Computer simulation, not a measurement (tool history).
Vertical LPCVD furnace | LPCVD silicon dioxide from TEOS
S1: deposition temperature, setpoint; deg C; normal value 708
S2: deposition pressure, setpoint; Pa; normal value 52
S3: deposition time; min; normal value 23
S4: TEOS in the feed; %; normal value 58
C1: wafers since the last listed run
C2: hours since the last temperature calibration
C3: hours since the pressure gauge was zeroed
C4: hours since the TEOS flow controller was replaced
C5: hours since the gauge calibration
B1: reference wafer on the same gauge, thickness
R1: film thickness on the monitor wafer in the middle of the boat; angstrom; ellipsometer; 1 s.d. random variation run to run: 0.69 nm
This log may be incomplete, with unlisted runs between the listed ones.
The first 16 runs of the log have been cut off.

| run | hour | S1 | S2 | S3 | S4 | C1 | C2 | C3 | C4 | C5 | B1 | R1 |
|---|---|---|---|---|---|---|---|---|---|---|---|---|
|  | 457 | thermocouples replaced and temperature profile calibrated |
| 17 | 457.5 | 718 | 42 | 23 | 67 | 121 | 0.5 | 36.5 | 380.7 | 142.9 | 267.06 | 2867.9 |
| 18 | 475.2 | 712 | 44 | 23 | 48 | 281 | 18.2 | 54.2 | 398.4 | 160.6 | 267.17 | 2187.6 |
| 19 | 506.3 | 708 | 44 | 23 | 69 | 495 | 49.3 | 85.3 | 429.5 | 191.7 | 266.9 | 2398.8 |
| 20 | 534 | 708 | 52 | 23 | 58 | 441 | 77 | 113 | 457.2 | 219.4 | 266.95 | 2396.3 |
| 21 | 551.9 | 702 | 62 | 23 | 48 | 285 | 94.9 | 130.9 | 475.1 | 237.3 | 267.06 | 2058.8 |
| 22 | 573.6 | 708 | 52 | 23 | 51 | 345 | 116.6 | 152.6 | 496.8 | 259 | 266.91 | 2235.7 |
| 23 | 597.5 | 719 | 64 | 29.5 | 58 | 380 | 140.5 | 176.5 | 520.7 | 282.9 | 267.05 | 4325.4 |
| 24 | 623.6 | 700 | 48 | 23 | 65 | 415 | 166.6 | 202.6 | 546.8 | 309 | 267.36 | 2015.7 |
| 25 | 641.6 | 717 | 52 | 23 | 58 | 286 | 184.6 | 220.6 | 564.8 | 327 | 266.94 | 2922.7 |
| 26 | 672.6 | 708 | 52 | 23 | 58 | 493 | 215.6 | 251.6 | 595.8 | 358 | 267.11 | 2386.2 |
| 27 | 685.2 | 708 | 52 | 23 | 58 | 200 | 228.2 | 264.2 | 608.4 | 370.6 | 267.05 | 2391.5 |
| 28 | 716.9 | 708 | 52 | 23 | 58 | 504 | 259.9 | 295.9 | 640.1 | 402.3 | 267.04 | 2384.4 |
| 29 | 747.1 | 708 | 52 | 27 | 58 | 480 | 290.1 | 326.1 | 670.3 | 432.5 | 266.79 | 2809.3 |
| 30 | 822.2 | 708 | 52 | 15 | 55 | 1195 | 365.2 | 401.2 | 745.4 | 507.6 | 267.02 | 1513.2 |
| 31 | 843.1 | 708 | 52 | 23 | 58 | 332 | 386.1 | 422.1 | 766.3 | 528.5 | 266.93 | 2393.2 |
| 32 | 862.7 | 699 | 52 | 23 | 50 | 312 | 405.7 | 441.7 | 785.9 | 548.1 | 266.71 | 1797.7 |

3 ways to go on from here, each from the tool as it stands after run 32. What would each give?
| A | 867.1 | 708 | 52 | 15.5 | 58 | 70 | 410.1 | 446.1 | 790.3 | 552.5 | ? | ? |
| B | 867.1 | 716 | 52 | 23 | 58 | 70 | 410.1 | 446.1 | 790.3 | 552.5 | ? | ? |
| C | 867.1 | 708 | 62 | 23 | 50 | 70 | 410.1 | 446.1 | 790.3 | 552.5 | ? | ? |

| run | B1 | R1 |
|---|---|---|
| A | 266.71 | 1610.3 |
| B | 266.71 | 2864.2 |
| C | 266.71 | 2422.5 |
With no hidden state in the tool, these same runs would have given:
| run | R1 |
|---|---|
| A | 1583 |
| B | 2816.4 |
| C | 2381.4 |

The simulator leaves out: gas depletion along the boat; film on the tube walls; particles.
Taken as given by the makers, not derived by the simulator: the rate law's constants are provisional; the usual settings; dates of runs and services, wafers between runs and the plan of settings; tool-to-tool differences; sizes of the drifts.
